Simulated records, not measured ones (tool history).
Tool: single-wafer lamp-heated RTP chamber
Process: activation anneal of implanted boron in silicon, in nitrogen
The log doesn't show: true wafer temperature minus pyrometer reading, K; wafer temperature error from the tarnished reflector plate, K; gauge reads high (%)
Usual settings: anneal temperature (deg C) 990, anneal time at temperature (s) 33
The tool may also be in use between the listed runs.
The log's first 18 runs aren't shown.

run      day  anneal temperature (deg C)  anneal time at temperature (s)  wafers since the last listed run  wafers since the last pyrometer calibration  wafers since the reflector plate was cleaned  hours since the gauge calibration  read-back reference wafer on the same gauge, sheet resistance  sheet resistance of the implanted and annealed layer (ohm/square)
 19   54.646                         998                              27                               689                                         1801                                          5948                              587.4                                                         147.04                                                             135.51
 20   56.354                         975                              48                               527                                         2328                                          6475                              628.4                                                         146.93                                                             143.16
 21   59.304                        1011                              18                               910                                         3239                                          7386                              699.2                                                         147.13                                                             133.04
      61.538  -- reflector plate cleaned
 22   63.188                         977                              44                              1095                                         4334                                           508                              792.4                                                            147                                                             142.36
 23   66.904                         990                              33                              1146                                         5481                                          1655                              881.6                                                         147.14                                                             136.52
 24   69.238                         990                              33                               719                                         6201                                          2375                              937.6                                                         147.03                                                             136.46
 25   73.454                         990                              33                              1300                                         7501                                          3676                             1038.8                                                         147.05                                                             135.76
      74.125  -- pyrometer window cleaned and pyrometer calibrated
 26   75.121                        1015                              19                               411                                          306                                          4087                             1078.8                                                            147                                                             132.31
 27   77.554                        1012                              14                               750                                         1057                                          4838                             1137.2                                                         147.18                                                              134.3
 28   79.188                         990                              33                               503                                         1561                                          5342                             1176.4                                                         147.08                                                             138.19
 29   83.438                        1015                              50                              1311                                         2872                                          6653                             1278.4                                                         146.94                                                             126.86
 30   86.388                        1003                              49                               910                                         3782                                          7563                             1349.2                                                         147.06                                                             129.77
      86.871  -- reflector plate cleaned
 31   88.562                         965                              15                               568                                         4350                                           521                             1401.4                                                         147.01                                                             165.24
 32   91.533                         969                              41                               916                                         5267                                          1438                             1472.7                                                         146.99                                                             147.45
      93.633  -- pyrometer window cleaned and pyrometer calibrated
 33   94.767                         990                              19                               894                                          349                                          2332                             1550.3                                                         147.14                                                             141.98
 34   97.046                        1009                              18                               703                                         1053                                          3036                               1605                                                         147.15                                                             134.19
 35  100.871                         990                              33                              1180                                         2233                                          4216                             1696.8                                                          147.1                                                             137.73

Forecast each of these 5 alternatives for the next run:
  A  100.888                        1006                              33                                 5                                         2238                                          4221                             1697.2                                                              ?                                                                  ?
  B  100.888                         998                              40                                 5                                         2238                                          4221                             1697.2                                                              ?                                                                  ?
  C  100.888                        1015                              45                                 5                                         2238                                          4221                             1697.2                                                              ?                                                                  ?
  D  100.888                         990                              18                                 5                                         2238                                          4221                             1697.2                                                              ?                                                                  ?
  E  100.888                        1016                              42                                 5                                         2238                                          4221                             1697.2                                                              ?                                                                  ?

run  read-back reference wafer on the same gauge, sheet resistance  sheet resistance of the implanted and annealed layer (ohm/square)
  A                                                         146.95                                                              132.6
  B                                                         146.95                                                             134.11
  C                                                         146.95                                                                128
  D                                                         146.95                                                             142.71
  E                                                         146.95                                                             128.19
Without the tool's hidden state the same runs would have given:
run  sheet resistance of the implanted and annealed layer (ohm/square)
  A                                                              133.1
  B                                                              134.7
  C                                                              128.5
  D                                                             143.67
  E                                                             128.68
